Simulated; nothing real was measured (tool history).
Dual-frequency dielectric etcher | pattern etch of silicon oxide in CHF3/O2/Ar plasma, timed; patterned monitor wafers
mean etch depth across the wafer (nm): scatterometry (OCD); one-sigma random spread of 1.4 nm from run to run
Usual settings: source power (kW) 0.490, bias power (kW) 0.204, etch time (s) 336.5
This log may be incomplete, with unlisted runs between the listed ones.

run	hour	source power (kW)	bias power (kW)	etch time (s)	wafers since the last listed run	hours since the last wet clean	hours since the last source power generator calibration	hours since the last bias power generator calibration	hours since the last upper electrode change	hours since the gauge calibration	read-back reference wafer on the same gauge, depth_nm	mean etch depth across the wafer (nm)
1	0.0	0.440	0.204	336.5	0	125.8	4107.8	1015.6	2711.3	426.7	725.4	618.0
2	49.1	0.440	0.204	336.5	173	174.9	4156.9	1064.7	2760.4	475.8	725.0	620.2
3	94.7	0.440	0.204	336.5	161	220.5	4202.5	1110.3	2806.0	521.4	725.6	625.1
4	149.0	0.520	0.204	336.5	191	274.8	4256.8	1164.6	2860.3	575.7	724.5	675.4
# hour 218.8: wet clean of the chamber
5	226.5	0.490	0.235	374.0	189	7.7	4334.3	1242.1	2937.8	653.2	725.1	758.3
6	322.3	0.490	0.235	374.0	338	103.5	4430.1	1337.9	3033.6	749.0	725.4	762.6
# hour 333.6: gauge calibrated
# hour 375.0: upper electrode replaced
7	400.6	0.490	0.204	336.5	191	181.8	4508.4	1416.2	25.6	67.0	725.5	648.8
# hour 408.0: bias power generator calibrated
8	457.2	0.490	0.204	261.5	185	238.4	4565.0	49.2	82.2	123.6	724.8	517.8
# hour 491.8: source power generator calibrated
# hour 538.4: wet clean of the chamber
9	538.9	0.550	0.184	384.0	189	0.5	47.1	130.9	163.9	205.3	724.5	759.4
10	583.7	0.420	0.171	420.5	158	45.3	91.9	175.7	208.7	250.1	725.1	714.3
11	653.4	0.490	0.162	294.0	246	115.0	161.6	245.4	278.4	319.8	725.6	527.6
12	724.2	0.490	0.204	249.5	250	185.8	232.4	316.2	349.2	390.6	725.4	488.9
13	808.9	0.490	0.204	336.5	299	270.5	317.1	400.9	433.9	475.3	725.0	664.0
14	848.6	0.490	0.204	336.5	140	310.2	356.8	440.6	473.6	515.0	725.9	663.9

Across each entry between runs, compare the hidden state at the last listed run before it with the hidden state at the first listed run after it:
Logged between run 4 and run 5: wet clean of the chamber (hour 218.8)
  etch rate over this chamber's usual, %: 1.4 -> -0.0188; bias power that arrives over what is set, %: -3.86 -> -4.11
  measured minus no-state result, mean etch depth across the wafer (nm): -0.5 -> -12.5
Logged between run 6 and run 7: gauge calibrated (hour 333.6); upper electrode replaced (hour 375.0)
  etch rate over this chamber's usual, %: 0.534 -> 0.986; bias power that arrives over what is set, %: -4.42 -> -4.67
  measured minus no-state result, mean etch depth across the wafer (nm): -9.2 -> -5.3
Logged between run 7 and run 8: bias power generator calibrated (hour 408.0)
  etch rate over this chamber's usual, %: 0.986 -> 1.31; bias power that arrives over what is set, %: -4.67 -> 0.0948
  measured minus no-state result, mean etch depth across the wafer (nm): -5.3 -> +6.9
Logged between run 8 and run 9: source power generator calibrated (hour 491.8); wet clean of the chamber (hour 538.4)
  etch rate over this chamber's usual, %: 1.31 -> -0.184; bias power that arrives over what is set, %: 0.0948 -> -0.171
  measured minus no-state result, mean etch depth across the wafer (nm): +6.9 -> -1.9
